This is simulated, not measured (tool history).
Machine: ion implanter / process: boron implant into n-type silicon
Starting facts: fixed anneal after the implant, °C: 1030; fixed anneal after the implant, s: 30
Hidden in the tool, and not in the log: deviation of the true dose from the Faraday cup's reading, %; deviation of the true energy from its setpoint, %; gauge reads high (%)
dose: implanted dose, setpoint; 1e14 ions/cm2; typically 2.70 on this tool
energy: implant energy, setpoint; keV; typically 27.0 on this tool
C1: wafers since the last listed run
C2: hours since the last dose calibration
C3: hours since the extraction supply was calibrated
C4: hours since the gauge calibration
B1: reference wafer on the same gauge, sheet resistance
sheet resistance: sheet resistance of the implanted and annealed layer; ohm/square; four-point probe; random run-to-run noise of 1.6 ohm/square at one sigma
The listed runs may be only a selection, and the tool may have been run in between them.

Run 1, hour 0.0: usual settings but dose 3.07 1e14 ions/cm2, energy 24.5 keV; C1 0; C2 377.8; C3 2470.8; C4 1657.7; B1 307.22. Result: sheet resistance 304.35 ohm/square.
Run 2, hour 99.0: usual settings but dose 3.07 1e14 ions/cm2, energy 24.5 keV; C1 1816; C2 476.8; C3 2569.8; C4 1756.7; B1 307.07. Result: sheet resistance 305.77 ohm/square.
Run 3, hour 184.2: usual settings; C1 1562; C2 562.0; C3 2655.0; C4 1841.9; B1 307.10. Result: sheet resistance 331.85 ohm/square.
Run 4, hour 290.3: usual settings; C1 1946; C2 668.1; C3 2761.1; C4 1948.0; B1 306.90. Result: sheet resistance 334.53 ohm/square.
Run 5, hour 384.3: usual settings; C1 1724; C2 762.1; C3 2855.1; C4 2042.0; B1 307.17. Result: sheet resistance 332.72 ohm/square.
Run 6, hour 474.8: usual settings; C1 1660; C2 852.6; C3 2945.6; C4 2132.5; B1 307.11. Result: sheet resistance 335.42 ohm/square.
Run 7, hour 536.0: usual settings; C1 1122; C2 913.8; C3 3006.8; C4 2193.7; B1 307.23. Result: sheet resistance 332.79 ohm/square.
Run 8, hour 633.0: usual settings; C1 1779; C2 1010.8; C3 3103.8; C4 2290.7; B1 306.70. Result: sheet resistance 335.89 ohm/square.
Run 9, hour 683.8: usual settings; C1 931; C2 1061.6; C3 3154.6; C4 2341.5; B1 306.89. Result: sheet resistance 334.32 ohm/square.
Run 10, hour 756.4: usual settings; C1 1331; C2 1134.2; C3 3227.2; C4 2414.1; B1 306.88. Result: sheet resistance 335.61 ohm/square.
At hour 876.7: gauge calibrated.
Run 11, hour 987.0: usual settings but dose 2.43 1e14 ions/cm2; C1 4230; C2 1364.8; C3 3457.8; C4 110.3; B1 306.98. Result: sheet resistance 365.46 ohm/square.
Run 12, hour 1076.7: usual settings but dose 2.43 1e14 ions/cm2; C1 1645; C2 1454.5; C3 3547.5; C4 200.0; B1 306.90. Result: sheet resistance 366.13 ohm/square.
At hour 1111.8: extraction supply calibrated.
Run 13, hour 1119.2: usual settings but dose 3.14 1e14 ions/cm2; C1 632; C2 1497.0; C3 7.4; C4 242.5; B1 306.97. Result: sheet resistance 293.76 ohm/square.
Run 14, hour 1184.9: usual settings but dose 3.14 1e14 ions/cm2; C1 1205; C2 1562.7; C3 73.1; C4 308.2; B1 307.06. Result: sheet resistance 295.01 ohm/square.
Run 15, hour 1226.7: usual settings but dose 3.14 1e14 ions/cm2; C1 766; C2 1604.5; C3 114.9; C4 350.0; B1 306.86. Result: sheet resistance 297.91 ohm/square.
Run 16, hour 1300.5: usual settings; C1 1353; C2 1678.3; C3 188.7; C4 423.8; B1 306.87. Result: sheet resistance 333.92 ohm/square.
Run 17, hour 1372.5: usual settings; C1 1320; C2 1750.3; C3 260.7; C4 495.8; B1 307.15. Result: sheet resistance 333.36 ohm/square.
Run 18, hour 1439.2: usual settings but dose 3.32 1e14 ions/cm2; C1 1223; C2 1817.0; C3 327.4; C4 562.5; B1 306.98. Result: sheet resistance 282.73 ohm/square.
Run 19, hour 1491.2: usual settings but dose 3.21 1e14 ions/cm2, energy 29.5 keV; C1 953; C2 1869.0; C3 379.4; C4 614.5; B1 306.72. Result: sheet resistance 287.22 ohm/square.
Run 20, hour 1583.1: usual settings but dose 2.13 1e14 ions/cm2; C1 1685; C2 1960.9; C3 471.3; C4 706.4; B1 307.04. Result: sheet resistance 403.55 ohm/square.
Run 21, hour 1623.3: usual settings but dose 3.33 1e14 ions/cm2, energy 31.5 keV; C1 737; C2 2001.1; C3 511.5; C4 746.6; B1 307.00. Result: sheet resistance 276.62 ohm/square.
Run 22, hour 1705.8: usual settings but dose 2.92 1e14 ions/cm2; C1 1513; C2 2083.6; C3 594.0; C4 829.1; B1 307.20. Result: sheet resistance 315.29 ohm/square.
Run 23, hour 1749.0: usual settings but dose 2.23 1e14 ions/cm2; C1 792; C2 2126.8; C3 637.2; C4 872.3; B1 307.15. Result: sheet resistance 392.60 ohm/square.
Run 24, hour 1800.8: usual settings but dose 2.99 1e14 ions/cm2, energy 34.0 keV; C1 950; C2 2178.6; C3 689.0; C4 924.1; B1 307.01. Result: sheet resistance 300.70 ohm/square.
Run 25, hour 1878.7: usual settings; C1 1429; C2 2256.5; C3 766.9; C4 1002.0; B1 307.05. Result: sheet resistance 334.77 ohm/square.
Run 26, hour 1924.1: usual settings but dose 3.27 1e14 ions/cm2; C1 832; C2 2301.9; C3 812.3; C4 1047.4; B1 306.79. Result: sheet resistance 286.46 ohm/square.
At hour 1940.8: Faraday cup replaced and dose calibrated.
Run 27, hour 1967.2: usual settings; C1 643; C2 26.4; C3 855.4; C4 1090.5; B1 307.06. Result: sheet resistance 333.34 ohm/square.
Run 28, hour 2060.3: usual settings but energy 32.0 keV; C1 1707; C2 119.5; C3 948.5; C4 1183.6; B1 306.80. Result: sheet resistance 327.19 ohm/square.
Run 29, hour 2117.2: usual settings but dose 2.13 1e14 ions/cm2; C1 1043; C2 176.4; C3 1005.4; C4 1240.5; B1 306.77. Result: sheet resistance 404.71 ohm/square.
Run 30, hour 2193.4: usual settings but energy 21.5 keV; C1 1397; C2 252.6; C3 1081.6; C4 1316.7; B1 306.90. Result: sheet resistance 342.71 ohm/square.
Run 31, hour 2274.0: usual settings but dose 2.41 1e14 ions/cm2, energy 31.5 keV; C1 1478; C2 333.2; C3 1162.2; C4 1397.3; B1 307.19. Result: sheet resistance 361.24 ohm/square.
Run 32, hour 2333.3: usual settings; C1 1087; C2 392.5; C3 1221.5; C4 1456.6; B1 306.94. Result: sheet resistance 333.63 ohm/square.
Run 33, hour 2439.0: usual settings but energy 19.0 keV; C1 1938; C2 498.2; C3 1327.2; C4 1562.3; B1 307.23. Result: sheet resistance 348.67 ohm/square.
Run 34, hour 2483.0: usual settings but dose 1.98 1e14 ions/cm2, energy 21.5 keV; C1 807; C2 542.2; C3 1371.2; C4 1606.3; B1 306.99. Result: sheet resistance 442.00 ohm/square.
Run 35, hour 2585.3: usual settings; C1 1876; C2 644.5; C3 1473.5; C4 1708.6; B1 307.13. Result: sheet resistance 330.39 ohm/square.
Run 36, hour 2667.9: usual settings but dose 2.10 1e14 ions/cm2; C1 1515; C2 727.1; C3 1556.1; C4 1791.2; B1 306.97. Result: sheet resistance 407.57 ohm/square.

What differs in the tool's unlogged condition from the final listed run ahead of each entry between runs to the first listed run following it?
Logged between run 10 and run 11: gauge calibrated (hour 876.7)
  nothing in the hidden state changes from one run to the other
Logged between run 12 and run 13: extraction supply calibrated (hour 1111.8)
  nothing in the hidden state changes from one run to the other
Logged between run 26 and run 27: Faraday cup replaced and dose calibrated (hour 1940.8)
  nothing in the hidden state changes from one run to the other
